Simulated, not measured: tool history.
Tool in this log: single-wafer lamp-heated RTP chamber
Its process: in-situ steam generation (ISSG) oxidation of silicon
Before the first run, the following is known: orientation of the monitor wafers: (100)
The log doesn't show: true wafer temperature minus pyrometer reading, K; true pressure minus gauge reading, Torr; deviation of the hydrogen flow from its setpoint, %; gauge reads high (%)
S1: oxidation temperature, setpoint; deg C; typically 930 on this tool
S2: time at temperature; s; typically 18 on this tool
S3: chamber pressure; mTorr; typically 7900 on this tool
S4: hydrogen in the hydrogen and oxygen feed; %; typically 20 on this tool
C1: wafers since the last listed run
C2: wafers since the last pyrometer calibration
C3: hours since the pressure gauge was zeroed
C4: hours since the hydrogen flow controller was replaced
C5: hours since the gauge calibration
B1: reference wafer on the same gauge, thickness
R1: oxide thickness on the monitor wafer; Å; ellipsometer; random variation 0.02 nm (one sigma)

run	hour	S1	S2	S3	S4	C1	C2	C3	C4	C5	B1	R1
1	0.0	930	18	7200	20	0	1545	4408.8	3861.6	100.9	3.959	37.71
2	16.6	930	18	7200	20	148	1693	4425.4	3878.2	117.5	3.958	37.56
3	33.6	930	18	7200	20	151	1845	4442.4	3895.2	134.5	3.956	37.79
4	47.3	930	23	7900	20	122	1967	4456.1	3908.9	148.2	3.963	42.14
5	92.3	930	18	7900	20	401	2369	4501.1	3953.9	193.2	3.958	38.06
6	102.5	930	18	7900	20	91	2460	4511.3	3964.1	203.4	3.958	37.99
7	113.1	943	18	7300	20	94	2554	4521.9	3974.7	214.0	3.955	39.22
8	123.3	943	18	7300	20	91	2645	4532.1	3984.9	224.2	3.956	39.06
# hour 137.6: pyrometer window cleaned and pyrometer calibrated
9	140.9	930	18	7900	20	85	29	4549.7	4002.5	241.8	3.956	37.87
10	158.1	930	18	7900	20	153	182	4566.9	4019.7	259.0	3.958	38.13
# hour 168.5: pressure gauge zeroed
11	174.0	930	18	7900	20	70	253	5.5	4035.6	274.9	3.958	38.10
# hour 184.6: gauge calibrated
12	190.8	930	18	7900	24	149	403	22.3	4052.4	6.2	3.963	39.56
13	197.0	930	18	7900	24	55	458	28.5	4058.6	12.4	3.959	39.63
14	207.4	930	18	7900	24	92	551	38.9	4069.0	22.8	3.960	39.93
15	240.2	930	23	8500	12	292	844	71.7	4101.8	55.6	3.961	37.61
16	255.9	930	18	7900	23	140	984	87.4	4117.5	71.3	3.959	39.07
17	269.3	930	23	7900	20	119	1104	100.8	4130.9	84.7	3.956	41.86
18	276.2	930	18	7900	20	61	1165	107.7	4137.8	91.6	3.962	38.07
19	309.8	930	18	7900	14	299	1465	141.3	4171.4	125.2	3.957	34.86
20	318.4	930	18	7900	20	76	1542	149.9	4180.0	133.8	3.959	37.85
# hour 333.9: hydrogen flow controller replaced
21	334.4	917	18	7900	25	71	1613	165.9	0.5	149.8	3.966	38.98
22	342.7	930	25	8500	27	74	1687	174.2	8.8	158.1	3.961	46.44
23	358.2	918	18	8600	25	138	1826	189.7	24.3	173.6	3.961	38.28
24	366.0	944	18	8800	29	69	1895	197.5	32.1	181.4	3.954	42.85
25	381.8	948	15	7200	23	141	2036	213.3	47.9	197.2	3.956	38.06
26	399.5	912	14	7900	20	158	2194	231.0	65.6	214.9	3.960	33.25
# hour 421.2: pyrometer window cleaned and pyrometer calibrated
27	421.7	948	18	7900	14	126	4	253.2	87.8	237.1	3.961	37.21
28	423.4	916	18	8800	20	15	19	254.9	89.5	238.8	3.961	36.33

Predict each of these 4 candidate next runs independently; none follows another, all start after run 28:
A	423.9	930	18	7900	20	4	23	255.4	90.0	239.3	?	?
B	423.9	930	14	6900	23	4	23	255.4	90.0	239.3	?	?
C	423.9	912	11	8300	14	4	23	255.4	90.0	239.3	?	?
D	423.9	923	21	6900	11	4	23	255.4	90.0	239.3	?	?

run	B1	R1
A	3.961	37.76
B	3.961	35.49
C	3.961	28.05
D	3.961	34.34
Stripped of hidden state, with their random variation kept, the same runs would have yielded:
run	R1
A	37.76
B	35.49
C	28.05
D	34.34

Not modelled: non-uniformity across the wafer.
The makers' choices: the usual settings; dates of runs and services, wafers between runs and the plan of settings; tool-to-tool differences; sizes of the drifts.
